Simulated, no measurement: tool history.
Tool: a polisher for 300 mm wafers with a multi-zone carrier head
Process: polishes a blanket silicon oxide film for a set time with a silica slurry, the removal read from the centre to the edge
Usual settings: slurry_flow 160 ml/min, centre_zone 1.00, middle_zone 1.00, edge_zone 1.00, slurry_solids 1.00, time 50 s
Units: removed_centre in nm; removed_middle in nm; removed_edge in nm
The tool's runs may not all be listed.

run   hour  slurry_flow  centre_zone  middle_zone  edge_zone  slurry_solids  time  wafers since the last listed run  wafers polished on this pad  hours since the slurry nozzle was cleaned  hours since the centre zone pressure was calibrated  hours since the edge zone pressure was calibrated  hours since the carrier head's membrane was replaced  incoming thickness of the incoming film, nm  removed_centre  removed_middle  removed_edge
  1    0.0          160         1.00         1.00       1.00           1.20    50                                 0                          535                                      196.9                                                984.5                                              443.6                                                 755.8                                        790.8           269.6           276.0         275.6
      80.8  -- worn pad replaced by a new one
  2   98.2          120         1.00         1.00       1.00           1.00    50                               837                          154                                      295.1                                               1082.7                                              541.8                                                 854.0                                        778.4           221.0           226.2         235.2
  3  133.6          120         1.00         1.00       1.00           1.00    50                               314                          469                                      330.5                                               1118.1                                              577.2                                                 889.4                                        798.9           218.5           226.5         231.4
  4  168.7          160         1.00         1.00       1.00           1.00    50                               312                          781                                      365.6                                               1153.2                                              612.3                                                 924.5                                        790.6           239.1           242.9         242.9
     200.1  -- edge zone pressure recalibrated
  5  208.2          160         1.00         1.00       1.00           1.00    50                               333                         1115                                      405.1                                               1192.7                                                8.1                                                 964.0                                        795.6           237.0           247.3         244.2
     234.4  -- worn pad replaced by a new one, of another model than before
  6  237.7          160         1.00         1.00       1.00           1.00    50                               226                           29                                      434.6                                               1222.2                                               37.6                                                 993.5                                        790.1           241.2           254.1         238.3
     240.1  -- centre zone pressure recalibrated
     255.0  -- slurry nozzle cleaned
  7  287.4          160         1.00         1.00       1.00           1.00    50                               415                          445                                       32.4                                                 47.3                                               87.3                                                1043.2                                        798.6           248.5           253.3         247.5
  8  355.6          110         1.11         1.00       1.09           1.00    43                               606                         1051                                      100.6                                                115.5                                              155.5                                                1111.4                                        782.0           213.8           201.7         211.8
     383.4  -- worn pad replaced by a new one
  9  396.4          160         1.00         0.92       1.06           1.00    50                               327                          115                                      141.4                                                156.3                                              196.3                                                1152.2                                        780.5           251.4           233.2         259.6
 10  438.7          160         0.91         1.10       0.89           1.00    66                               376                          492                                      183.7                                                198.6                                              238.6                                                1194.5                                        787.3           314.2           360.0         313.1
     447.7  -- carrier head's membrane replaced by a new one
 11  472.6          160         1.06         1.03       1.06           1.00    59                               257                          749                                      217.6                                                232.5                                              272.5                                                  24.9                                        799.1           301.8           303.0         300.6
 12  503.8          160         1.00         1.00       1.00           1.00    50                               277                         1026                                      248.8                                                263.7                                              303.7                                                  56.1                                        787.2           247.8           252.8         249.0
     516.3  -- worn pad replaced by a new one
 13  527.9          160         1.00         1.11       1.00           1.00    50                               178                          102                                      272.9                                                287.8                                              327.8                                                  80.2                                        777.6           245.0           275.1         248.4
 14  570.0          110         0.97         1.00       1.08           0.75    50                               374                          477                                      315.0                                                329.9                                              369.9                                                 122.3                                        786.5           184.4           193.4         197.6

What the log doesn't show, run by run:
removal rate lost through wear of the pad, %: 0 in every run
deviation of the centre zone's pressure from its setpoint, %: 0 in every run
deviation of the edge zone's pressure from its setpoint, %: 0 in every run
H1: slurry flow missing at the pad, %
run    H1
  1  11.5
  2    16
  3  17.6
  4  19.2
  5  20.9
  6  22.3
  7  1.69
  8  4.77
  9  6.62
 10  8.53
 11  10.1
 12  11.5
 13  12.6
 14  14.5

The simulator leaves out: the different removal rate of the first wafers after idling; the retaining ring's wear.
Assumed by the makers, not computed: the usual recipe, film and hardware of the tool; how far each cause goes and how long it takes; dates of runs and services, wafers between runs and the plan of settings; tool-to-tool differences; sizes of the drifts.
